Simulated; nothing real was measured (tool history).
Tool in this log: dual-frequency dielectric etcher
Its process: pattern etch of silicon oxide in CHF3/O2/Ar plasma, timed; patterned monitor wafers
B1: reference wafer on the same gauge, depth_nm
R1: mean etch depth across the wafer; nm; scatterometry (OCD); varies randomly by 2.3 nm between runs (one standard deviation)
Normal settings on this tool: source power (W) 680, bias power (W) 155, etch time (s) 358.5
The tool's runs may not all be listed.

run 1 hour=0 | source_power_(W)=680 bias_power_(W)=155 etch_time_(s)=358.5 | B1=802.3 | R1=752.9
run 2 hour=94.1 | source_power_(W)=680 bias_power_(W)=155 etch_time_(s)=358.5 | B1=802.4 | R1=747.3
run 3 hour=165.9 | source_power_(W)=680 bias_power_(W)=155 etch_time_(s)=358.5 | B1=801.9 | R1=747.1
run 4 hour=207.6 | source_power_(W)=680 bias_power_(W)=182 etch_time_(s)=281 | B1=801.7 | R1=615.2
run 5 hour=282.1 | source_power_(W)=680 bias_power_(W)=182 etch_time_(s)=281 | B1=801 | R1=610
-- hour=513.1 wet clean of the chamber
run 6 hour=572 | source_power_(W)=680 bias_power_(W)=155 etch_time_(s)=358.5 | B1=802.9 | R1=765.9
run 7 hour=658.9 | source_power_(W)=610 bias_power_(W)=155 etch_time_(s)=358.5 | B1=801.4 | R1=736.9
-- hour=677.1 source power generator calibrated
-- hour=681.1 gauge calibrated
run 8 hour=713.3 | source_power_(W)=680 bias_power_(W)=155 etch_time_(s)=358.5 | B1=802.1 | R1=756.8
run 9 hour=791.1 | source_power_(W)=790 bias_power_(W)=155 etch_time_(s)=449 | B1=802.1 | R1=995.8
-- hour=812.2 bias power generator calibrated
run 10 hour=862.3 | source_power_(W)=680 bias_power_(W)=155 etch_time_(s)=358.5 | B1=802.4 | R1=740
run 11 hour=924.4 | source_power_(W)=680 bias_power_(W)=177 etch_time_(s)=358.5 | B1=801.1 | R1=764.6
run 12 hour=984 | source_power_(W)=680 bias_power_(W)=155 etch_time_(s)=358.5 | B1=801.6 | R1=735.3
run 13 hour=1088.9 | source_power_(W)=680 bias_power_(W)=123 etch_time_(s)=306 | B1=801.6 | R1=577.6
run 14 hour=1161.4 | source_power_(W)=730 bias_power_(W)=155 etch_time_(s)=264 | B1=801 | R1=549.1
-- hour=1274.4 wet clean of the chamber
run 15 hour=1274.9 | source_power_(W)=590 bias_power_(W)=143 etch_time_(s)=458.5 | B1=801.7 | R1=887.1
run 16 hour=1338.7 | source_power_(W)=600 bias_power_(W)=132 etch_time_(s)=358.5 | B1=800.8 | R1=677.4
run 17 hour=1419 | source_power_(W)=680 bias_power_(W)=155 etch_time_(s)=358.5 | B1=801.8 | R1=741.9
run 18 hour=1459.3 | source_power_(W)=840 bias_power_(W)=136 etch_time_(s)=358.5 | B1=801.7 | R1=755.4
-- hour=1529.6 upper electrode replaced
run 19 hour=1550.1 | source_power_(W)=680 bias_power_(W)=135 etch_time_(s)=332.5 | B1=802.1 | R1=653
run 20 hour=1615.6 | source_power_(W)=680 bias_power_(W)=182 etch_time_(s)=281 | B1=801.4 | R1=604.3
run 21 hour=1704.1 | source_power_(W)=770 bias_power_(W)=120 etch_time_(s)=358.5 | B1=802 | R1=703.1
run 22 hour=1797.6 | source_power_(W)=830 bias_power_(W)=155 etch_time_(s)=257 | B1=801.5 | R1=556.2
run 23 hour=1839.5 | source_power_(W)=810 bias_power_(W)=126 etch_time_(s)=423.5 | B1=800.8 | R1=852.1
-- hour=1922.8 wet clean of the chamber
run 24 hour=1934 | source_power_(W)=680 bias_power_(W)=177 etch_time_(s)=424 | B1=801.9 | R1=928.4
run 25 hour=1988 | source_power_(W)=810 bias_power_(W)=132 etch_time_(s)=389.5 | B1=802.2 | R1=818.9
run 26 hour=2052.9 | source_power_(W)=680 bias_power_(W)=124 etch_time_(s)=321.5 | B1=802.7 | R1=626
run 27 hour=2128 | source_power_(W)=680 bias_power_(W)=155 etch_time_(s)=358.5 | B1=802 | R1=743.8
run 28 hour=2167 | source_power_(W)=680 bias_power_(W)=155 etch_time_(s)=358.5 | B1=801.9 | R1=741.1
run 29 hour=2231.8 | source_power_(W)=680 bias_power_(W)=125 etch_time_(s)=315.5 | B1=801.1 | R1=607.1
run 30 hour=2334.1 | source_power_(W)=580 bias_power_(W)=127 etch_time_(s)=358.5 | B1=802.5 | R1=660.2

Had the tool no unlogged condition, and each run kept its random variation, what would the results have been?
The tool's hidden condition here consists of: etch rate over this chamber's usual, %; source power that arrives over what is set, %; bias power that arrives over what is set, %; gauge reads high (%).
run=1 R1=749.6
run=2 R1=747.5
run=3 R1=749.9
run=4 R1=618.4
run=5 R1=615.4
run=6 R1=750.4
run=7 R1=724.8
run=8 R1=746.4
run=9 R1=985.8
run=10 R1=750
run=11 R1=777.5
run=12 R1=750.2
run=13 R1=592.8
run=14 R1=565.8
run=15 R1=889.8
run=16 R1=681.9
run=17 R1=749.9
run=18 R1=765.3
run=19 R1=664.8
run=20 R1=617.4
run=21 R1=721.8
run=22 R1=573.9
run=23 R1=881.3
run=24 R1=923.2
run=25 R1=816.7
run=26 R1=626.5
run=27 R1=747.2
run=28 R1=746
run=29 R1=613.2
run=30 R1=670.4
